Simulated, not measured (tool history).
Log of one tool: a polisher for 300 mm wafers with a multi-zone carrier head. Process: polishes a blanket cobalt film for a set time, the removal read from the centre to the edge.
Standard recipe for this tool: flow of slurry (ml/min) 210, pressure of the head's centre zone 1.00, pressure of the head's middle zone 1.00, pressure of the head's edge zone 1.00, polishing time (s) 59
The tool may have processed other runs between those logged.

run	hour	flow of slurry (ml/min)	pressure of the head's centre zone	pressure of the head's middle zone	pressure of the head's edge zone	polishing time (s)	wafers since the last listed run	wafers polished on this pad	hours since the slurry nozzle was cleaned	hours since the centre zone pressure was calibrated	hours since the edge zone pressure was calibrated	hours since the carrier head's membrane was replaced	incoming thickness of the incoming film, nm	film removed at the wafer's centre (angstrom)	film removed at mid-radius (angstrom)	film removed at the wafer's edge (angstrom)
1	0.0	230	1.00	1.00	1.00	59	0	946	478.9	1214.8	1349.7	1005.8	1202.2	1817	1829	1839
2	6.8	210	1.00	1.00	1.00	59	34	981	485.7	1221.6	1356.5	1012.6	1200.4	1785	1787	1867
3	22.9	210	1.00	1.00	1.00	59	82	1064	501.8	1237.7	1372.6	1028.7	1216.4	1784	1798	1832
4	37.2	210	1.00	1.03	1.00	59	73	1138	516.1	1252.0	1386.9	1043.0	1178.2	1801	1804	1830
5	46.0	210	1.00	1.03	1.00	59	45	1183	524.9	1260.8	1395.7	1051.8	1211.0	1763	1832	1843
# hour 60.9: worn pad replaced by a new one
6	61.4	210	1.00	1.03	1.00	59	58	2	540.3	1276.2	1411.1	1067.2	1212.9	1955	2008	1982
7	65.8	210	1.00	1.00	1.00	59	22	25	544.7	1280.6	1415.5	1071.6	1209.5	1995	1972	2045
8	74.1	210	0.95	1.00	1.00	46	42	67	553.0	1288.9	1423.8	1079.9	1181.4	1480	1523	1569
# hour 83.0: centre zone pressure recalibrated
9	83.5	210	1.00	1.00	1.00	59	38	105	562.4	0.5	1433.2	1089.3	1196.9	1890	1950	1965
10	94.2	210	1.00	0.96	1.11	59	54	160	573.1	11.2	1443.9	1100.0	1195.6	1930	1814	2042
# hour 101.4: slurry nozzle cleaned
# hour 102.3: carrier head's membrane replaced by a new one
11	104.9	210	1.00	1.00	1.00	59	44	205	3.5	21.9	1454.6	2.6	1190.6	1851	1906	1937
# hour 107.4: edge zone pressure recalibrated
12	126.8	230	1.00	1.10	1.09	49	102	308	25.4	43.8	19.4	24.5	1188.9	1581	1689	1694
13	137.0	155	1.00	1.00	1.00	40	52	360	35.6	54.0	29.6	34.7	1198.3	1175	1183	1237
14	150.7	230	1.00	1.11	1.06	40	70	430	49.3	67.7	43.3	48.4	1200.9	1283	1364	1297

Consider 4 possible next runs. They are alternatives, not a sequence: every one starts from the tool as it was left by run 14. What does each give?
A	151.1	210	1.00	1.00	1.00	59	2	433	49.7	68.1	43.7	48.8	1192.9	?	?	?
B	151.1	210	0.91	1.00	1.00	77	2	433	49.7	68.1	43.7	48.8	1192.9	?	?	?
C	151.1	210	0.95	0.94	1.11	79	2	433	49.7	68.1	43.7	48.8	1192.9	?	?	?
D	151.1	210	1.12	1.00	1.00	59	2	433	49.7	68.1	43.7	48.8	1192.9	?	?	?

run	film removed at the wafer's centre (angstrom)	film removed at mid-radius (angstrom)	film removed at the wafer's edge (angstrom)
A	1864	1813	1937
B	2212	2368	2529
C	2369	2305	2687
D	2089	1812	1937
The same runs, with their run-to-run variation unchanged, on a tool lacking any hidden condition would have given:
run	film removed at the wafer's centre (angstrom)	film removed at mid-radius (angstrom)	film removed at the wafer's edge (angstrom)
A	2058	2003	2140
B	2443	2615	2793
C	2616	2546	2967
D	2307	2002	2140
